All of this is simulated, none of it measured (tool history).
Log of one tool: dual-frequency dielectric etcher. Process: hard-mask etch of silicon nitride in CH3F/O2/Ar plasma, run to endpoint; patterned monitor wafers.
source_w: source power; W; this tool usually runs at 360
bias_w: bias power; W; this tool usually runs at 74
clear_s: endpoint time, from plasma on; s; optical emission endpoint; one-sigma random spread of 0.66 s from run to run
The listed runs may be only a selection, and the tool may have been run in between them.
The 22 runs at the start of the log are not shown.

run	hour	source_w	bias_w	wafers since the last listed run	hours since the last wet clean	hours since the last source power generator calibration	hours since the last bias power generator calibration	hours since the last upper electrode change	incoming incoming film thickness, nm	clear_s
# hour 1350.3: bias power generator calibrated
23	1357.0	360	74	379	71.3	2172.8	6.7	34.8	54.7	82.1
24	1407.6	360	74	634	121.9	2223.4	57.3	85.4	55.4	83.0
25	1497.2	360	74	1122	211.5	2313.0	146.9	175.0	55.0	82.6
26	1548.9	360	74	647	263.2	2364.7	198.6	226.7	55.0	82.2
27	1655.0	450	60	1329	369.3	2470.8	304.7	332.8	55.1	81.0
28	1719.0	380	69	802	433.3	2534.8	368.7	396.8	55.8	84.0
# hour 1798.4: wet clean of the chamber
29	1798.9	360	74	700	0.5	2614.7	448.6	476.7	55.9	83.9
# hour 1846.3: source power generator calibrated
30	1863.5	390	82	759	65.1	17.2	513.2	541.3	55.5	77.3
31	1913.7	360	82	629	115.3	67.4	563.4	591.5	55.4	81.6
32	2173.5	310	84	3255	375.1	327.2	823.2	851.3	55.3	87.4
33	2224.4	360	74	637	426.0	378.1	874.1	902.2	55.2	85.7
# hour 2286.7: wet clean of the chamber
34	2325.8	360	74	969	39.1	479.5	975.5	1003.6	55.5	85.1
35	2442.2	430	83	1458	155.5	595.9	1091.9	1120.0	55.2	72.2
36	2530.7	360	74	1109	244.0	684.4	1180.4	1208.5	55.1	84.0

Each row is a separate what-if for the run after 36, all from the same tool condition, not one after another. Results?
A	2531.1	360	74	5	244.4	684.8	1180.8	1208.9	55.9	?
B	2531.1	360	64	5	244.4	684.8	1180.8	1208.9	55.9	?
C	2531.1	440	60	5	244.4	684.8	1180.8	1208.9	55.9	?

run	clear_s
A	86.0
B	92.9
C	85.6
Without the tool's hidden state the same runs would have given:
run	clear_s
A	85.3
B	92.2
C	84.9

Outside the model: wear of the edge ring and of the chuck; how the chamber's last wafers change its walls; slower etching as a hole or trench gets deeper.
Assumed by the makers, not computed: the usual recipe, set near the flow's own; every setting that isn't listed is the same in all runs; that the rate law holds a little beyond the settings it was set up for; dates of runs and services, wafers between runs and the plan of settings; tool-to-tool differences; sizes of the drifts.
